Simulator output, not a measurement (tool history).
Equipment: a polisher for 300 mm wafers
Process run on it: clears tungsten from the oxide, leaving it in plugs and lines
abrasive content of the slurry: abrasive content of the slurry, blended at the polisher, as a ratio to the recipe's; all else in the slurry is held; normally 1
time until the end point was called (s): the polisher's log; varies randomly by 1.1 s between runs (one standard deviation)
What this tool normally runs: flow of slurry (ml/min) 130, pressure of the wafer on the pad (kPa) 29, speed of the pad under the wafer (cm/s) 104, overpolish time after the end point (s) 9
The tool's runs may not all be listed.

run   hour  flow of slurry (ml/min)  pressure of the wafer on the pad (kPa)  speed of the pad under the wafer (cm/s)  abrasive content of the slurry  overpolish time after the end point (s)  wafers since the last listed run  wafers polished on this pad  hours since the slurry nozzle was cleaned  hours since the head pressure was calibrated  hours since the slurry blender was calibrated  hours since the slurry got fresh peroxide  incoming thickness of the incoming film, nm  time until the end point was called (s)
  1      0                      130                                      29                                       92                               1                                        9                                 0                          445                                      430.3                                         725.8                                          193.8                                       83.2                                        455.2                                    111.8
  2   21.5                      130                                      29                                       92                               1                                        9                               135                          581                                      451.8                                         747.3                                          215.3                                      104.7                                        460.2                                    118.5
  3   45.2                      130                                      29                                       92                               1                                        9                               149                          731                                      475.5                                           771                                            239                                      128.4                                        456.9                                    120.3
  4     58                      130                                      29                                      104                               1                                        9                                80                          812                                      488.3                                         783.8                                          251.8                                      141.2                                        464.2                                    116.3
      69.7  -- slurry blender recalibrated
      93.1  -- slurry tank refilled with fresh slurry and peroxide
  5   93.6                      130                                      29                                      104                               1                                        9                               206                         1018                                      523.9                                         819.4                                           23.9                                        0.5                                        454.5                                    102.3
  6    108                      130                                    26.9                                      104                               1                                        9                                91                         1109                                      538.3                                         833.8                                           38.3                                       14.9                                        457.6                                    114.4
  7  125.3                      130                                    26.9                                      104                               1                                        9                               109                         1218                                      555.6                                         851.1                                           55.6                                       32.2                                        453.7                                    111.1
     132.7  -- worn pad replaced by a new one
     147.6  -- head pressure recalibrated
  8  158.6                      115                                    24.8                                      120                            0.75                                        9                               172                          151                                      588.9                                            11                                           88.9                                       65.5                                        453.4                                    126.8
  9  171.1                      130                                      29                                      104                               1                                        7                                79                          230                                      601.4                                          23.5                                          101.4                                         78                                        457.5                                    110.5
 10  204.1                      130                                      29                                      104                             1.1                                       13                               208                          438                                      634.4                                          56.5                                          134.4                                        111                                        447.6                                    108.5
 11  230.3                      130                                      29                                      104                               1                                        9                               165                          604                                      660.6                                          82.7                                          160.6                                      137.2                                        456.4                                    117.5
 12  244.7                      130                                      29                                      122                               1                                       12                                91                          695                                        675                                          97.1                                            175                                      151.6                                        455.9                                    105.1
 13  259.8                      130                                      29                                      104                               1                                        9                                95                          791                                      690.1                                         112.2                                          190.1                                      166.7                                        455.4                                    121.1
 14  283.1                      130                                      29                                      104                               1                                        9                               147                          938                                      713.4                                         135.5                                          213.4                                        190                                        456.7                                    123.5
     301.6  -- slurry tank refilled with fresh slurry and peroxide
 15  307.2                      130                                      29                                       92                               1                                        9                               146                         1084                                      737.5                                         159.6                                          237.5                                        5.6                                        456.3                                    111.7
 16    331                      130                                      29                                       94                               1                                        9                               150                         1234                                      761.3                                         183.4                                          261.3                                       29.4                                          458                                    111.2
     339.6  -- worn pad replaced by a new one
     346.1  -- slurry nozzle cleaned
     347.2  -- slurry blender recalibrated
 17    355                      130                                      29                                      104                               1                                        9                               112                           83                                        8.9                                         207.4                                            7.8                                       53.4                                        456.5                                     93.5
 18  390.7                      130                                    26.2                                       88                               1                                        6                               225                          309                                       44.6                                         243.1                                           43.5                                       89.1                                        459.9                                      119
 19  407.7                      155                                    24.1                                      104                               1                                        9                               107                          416                                       61.6                                         260.1                                           60.5                                      106.1                                          463                                    114.1
 20  434.6                      130                                      29                                      104                               1                                       14                               170                          586                                       88.5                                           287                                           87.4                                        133                                        449.3                                    102.6
 21  462.6                      130                                    34.5                                      104                               1                                        7                               176                          763                                      116.5                                           315                                          115.4                                        161                                        458.3                                       93
 22  485.9                      130                                      20                                      104                               1                                        9                               147                          910                                      139.8                                         338.3                                          138.7                                      184.3                                        446.6                                    149.2
 23  515.1                      130                                      29                                       84                               1                                        9                               184                         1095                                        169                                         367.5                                          167.9                                      213.5                                        462.1                                    133.9
     528.6  -- slurry tank refilled with fresh slurry and peroxide
 24  548.8                      130                                      29                                       72                               1                                        5                               206                         1302                                      202.7                                         401.2                                          201.6                                       20.2                                        459.3                                    122.6
     566.4  -- worn pad replaced by a new one
 25  577.6                      130                                    21.4                                      104                               1                                        9                               156                           70                                      231.5                                           430                                          230.4                                         49                                          465                                    130.6
     595.5  -- slurry blender recalibrated
 26  597.8                      130                                      29                                      104                             1.2                                        9                               115                          186                                      251.7                                         450.2                                            2.3                                       69.2                                        454.4                                       95
 27  618.5                      130                                      29                                      104                               1                                        9                               130                          316                                      272.4                                         470.9                                             23                                       89.9                                        455.7                                    103.7

Hidden condition of the tool, last listed run before each entry between runs versus first listed run after:
From run 4 to run 5: slurry blender recalibrated (hour 69.7); slurry tank refilled with fresh slurry and peroxide (hour 93.1)
  slurry flow missing at the pad, %: 36.9 -> 37.7; peroxide lost from the slurry, %: 25.9 -> 6.99
  what was measured, less what the result would be without the hidden state, time until the end point was called (s): +25.7 -> +15.4
From run 7 to run 8: worn pad replaced by a new one (hour 132.7); head pressure recalibrated (hour 147.6)
  slurry flow missing at the pad, %: 38.3 -> 38.8; peroxide lost from the slurry, %: 12.3 -> 17.8
  what was measured, less what the result would be without the hidden state, time until the end point was called (s): +19.2 -> +26.6
From run 14 to run 15: slurry tank refilled with fresh slurry and peroxide (hour 301.6)
  slurry flow missing at the pad, %: 40.2 -> 40.4; peroxide lost from the slurry, %: 38.5 -> 8.03
  what was measured, less what the result would be without the hidden state, time until the end point was called (s): +36.3 -> +18.8
From run 16 to run 17: worn pad replaced by a new one (hour 339.6); slurry nozzle cleaned (hour 346.1); slurry blender recalibrated (hour 347.2)
  slurry flow missing at the pad, %: 40.6 -> 2.09; peroxide lost from the slurry, %: 12 -> 16
  what was measured, less what the result would be without the hidden state, time until the end point was called (s): +20.4 -> +6.5
From run 23 to run 24: slurry tank refilled with fresh slurry and peroxide (hour 528.6)
  slurry flow missing at the pad, %: 22 -> 24.7; peroxide lost from the slurry, %: 42.6 -> 6.48
  what was measured, less what the result would be without the hidden state, time until the end point was called (s): +33.7 -> +11.4
From run 24 to run 25: worn pad replaced by a new one (hour 566.4)
  slurry flow missing at the pad, %: 24.7 -> 26.8; peroxide lost from the slurry, %: 6.48 -> 11.3
  what was measured, less what the result would be without the hidden state, time until the end point was called (s): +11.4 -> +15.6
From run 25 to run 26: slurry blender recalibrated (hour 595.5)
  slurry flow missing at the pad, %: 26.8 -> 28.1; peroxide lost from the slurry, %: 11.3 -> 14.6
  what was measured, less what the result would be without the hidden state, time until the end point was called (s): +15.6 -> +13
